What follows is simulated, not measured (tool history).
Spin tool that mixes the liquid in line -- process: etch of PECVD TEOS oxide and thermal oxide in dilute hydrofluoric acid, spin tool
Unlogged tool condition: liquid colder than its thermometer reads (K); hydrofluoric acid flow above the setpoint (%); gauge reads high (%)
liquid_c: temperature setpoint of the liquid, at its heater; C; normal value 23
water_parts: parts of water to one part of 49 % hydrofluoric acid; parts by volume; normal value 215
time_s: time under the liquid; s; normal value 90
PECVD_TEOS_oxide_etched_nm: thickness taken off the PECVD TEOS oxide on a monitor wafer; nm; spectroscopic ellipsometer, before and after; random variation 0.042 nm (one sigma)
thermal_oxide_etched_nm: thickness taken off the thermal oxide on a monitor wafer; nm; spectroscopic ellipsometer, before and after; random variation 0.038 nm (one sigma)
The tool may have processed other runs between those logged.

run    hour  liquid_c  water_parts  time_s  wafers since the last listed run  hours since the thermometer was replaced  hours since the hydrofluoric acid flow meter was replaced  hours since the gauge calibration  read-back film thickness of the PECVD TEOS oxide reference wafer, read on the same gauge (nm)  read-back film thickness of the thermal oxide reference wafer, read on the same gauge (nm)  PECVD_TEOS_oxide_etched_nm  thermal_oxide_etched_nm
  1       0        23          215     135                                 0                                      82.2                                                      190.2                             1391.6                                                                                         39.989                                                                                     139.985                       7.874                    2.511
  2    67.1      19.5          215      90                               623                                     149.3                                                      257.3                             1458.7                                                                                         39.986                                                                                     140.013                       4.615                    1.461
  3   101.1      19.5          215      90                               315                                     183.3                                                      291.3                             1492.7                                                                                         40.008                                                                                     139.985                       4.623                    1.357
  4   158.9      19.5          215      90                               537                                     241.1                                                      349.1                             1550.5                                                                                         40.011                                                                                      139.98                       4.662                    1.466
  5   188.5        23          260      90                               275                                     270.7                                                      378.7                             1580.1                                                                                             40                                                                                     140.018                        4.26                    1.248
  6   239.3        23          260      90                               472                                     321.5                                                      429.5                             1630.9                                                                                         40.002                                                                                     139.982                       4.237                     1.31
  7   274.5        23          260      90                               327                                     356.7                                                      464.7                             1666.1                                                                                         39.995                                                                                     139.995                       4.184                    1.274
  8   313.1      25.5          115      35                               358                                     395.3                                                      503.3                             1704.7                                                                                         39.998                                                                                      140.02                       4.815                    1.441
  9   363.3        23          215      90                               466                                     445.5                                                      553.5                             1754.9                                                                                         40.004                                                                                     140.001                       5.349                    1.663
 10   403.5      25.5          215      90                               373                                     485.7                                                      593.7                             1795.1                                                                                         39.984                                                                                     139.998                       5.861                    1.912
 11     455        23          135      75                               478                                     537.2                                                      645.2                             1846.6                                                                                         40.005                                                                                     140.014                       7.818                    2.452
      493.9  -- gauge calibrated
 12   501.2        23          115      90                               429                                     583.4                                                      691.4                                7.3                                                                                             40                                                                                     139.996                       11.29                    3.491
 13   571.2        23          180      50                               650                                     653.4                                                      761.4                               77.3                                                                                         40.005                                                                                     140.006                       3.659                    1.115
 14   634.8        23          215      90                               591                                       717                                                        825                              140.9                                                                                         40.003                                                                                     139.988                       5.427                    1.639
      673.6  -- hydrofluoric acid flow meter replaced
 15   675.6      19.5          155      90                               369                                     757.8                                                          2                              181.7                                                                                         39.996                                                                                     139.991                       6.696                    2.085
 16   707.9        28          265     115                               300                                     790.1                                                       34.3                                214                                                                                         40.015                                                                                     140.002                       6.136                    1.925
 17   751.5        25          170      45                               405                                     833.7                                                       77.9                              257.6                                                                                          39.98                                                                                     139.975                       3.728                    1.215
 18   777.9      21.5          255      50                               245                                     860.1                                                      104.3                                284                                                                                         40.009                                                                                     140.011                       2.251                    0.668
 19   844.4        23          215      90                               618                                     926.6                                                      170.8                              350.5                                                                                         39.992                                                                                     139.991                       5.253                    1.677
      986.8  -- thermometer replaced
 20  1033.5        23          285      90                              1748                                      46.7                                                      359.9                              539.6                                                                                         40.021                                                                                     140.003                       3.758                     1.13
 21  1191.5      20.5          115      90                              1468                                     204.7                                                      517.9                              697.6                                                                                         40.015                                                                                     139.991                      10.214                    3.073
 22    1232        23          185     130                               376                                     245.2                                                      558.4                              738.1                                                                                         40.009                                                                                     139.988                        9.32                    2.862
 23  1285.5        23          115      90                               497                                     298.7                                                      611.9                              791.6                                                                                         40.006                                                                                     139.965                      11.315                    3.508
 24  1342.5        23          215      90                               529                                     355.7                                                      668.9                              848.6                                                                                         40.015                                                                                     140.016                       5.382                    1.704
 25  1391.7      25.5          150     125                               457                                     404.9                                                      718.1                              897.8                                                                                         39.986                                                                                     139.995                      12.708                    3.719
 26  1428.2      27.5          115      90                               339                                     441.4                                                      754.6                              934.3                                                                                         39.982                                                                                     140.006                      13.549                    4.235
 27    1468      25.5          175      90                               369                                     481.2                                                      794.4                              974.1                                                                                          40.01                                                                                     140.018                       7.634                    2.349

3 ways to go on from here, each from the tool as it stands after run 27. What would each give?
  A  1468.4        23          155      90                                 3                                     481.6                                                      794.8                              974.5                                                                                              ?                                                                                           ?                           ?                        ?
  B  1468.4        23          155     110                                 3                                     481.6                                                      794.8                              974.5                                                                                              ?                                                                                           ?                           ?                        ?
  C  1468.4        26          215     120                                 3                                     481.6                                                      794.8                              974.5                                                                                              ?                                                                                           ?                           ?                        ?

run  read-back film thickness of the PECVD TEOS oxide reference wafer, read on the same gauge (nm)  read-back film thickness of the thermal oxide reference wafer, read on the same gauge (nm)  PECVD_TEOS_oxide_etched_nm  thermal_oxide_etched_nm
  A                                                                                             40                                                                                     139.994                       8.053                    2.485
  B                                                                                             40                                                                                     139.994                       9.843                    3.037
  C                                                                                             40                                                                                     139.994                       8.114                    2.504
With the hidden condition removed and each run's random variation left untouched, the same runs would have given:
run  PECVD_TEOS_oxide_etched_nm  thermal_oxide_etched_nm
  A                       7.756                    2.393
  B                        9.48                    2.925
  C                       7.798                    2.406

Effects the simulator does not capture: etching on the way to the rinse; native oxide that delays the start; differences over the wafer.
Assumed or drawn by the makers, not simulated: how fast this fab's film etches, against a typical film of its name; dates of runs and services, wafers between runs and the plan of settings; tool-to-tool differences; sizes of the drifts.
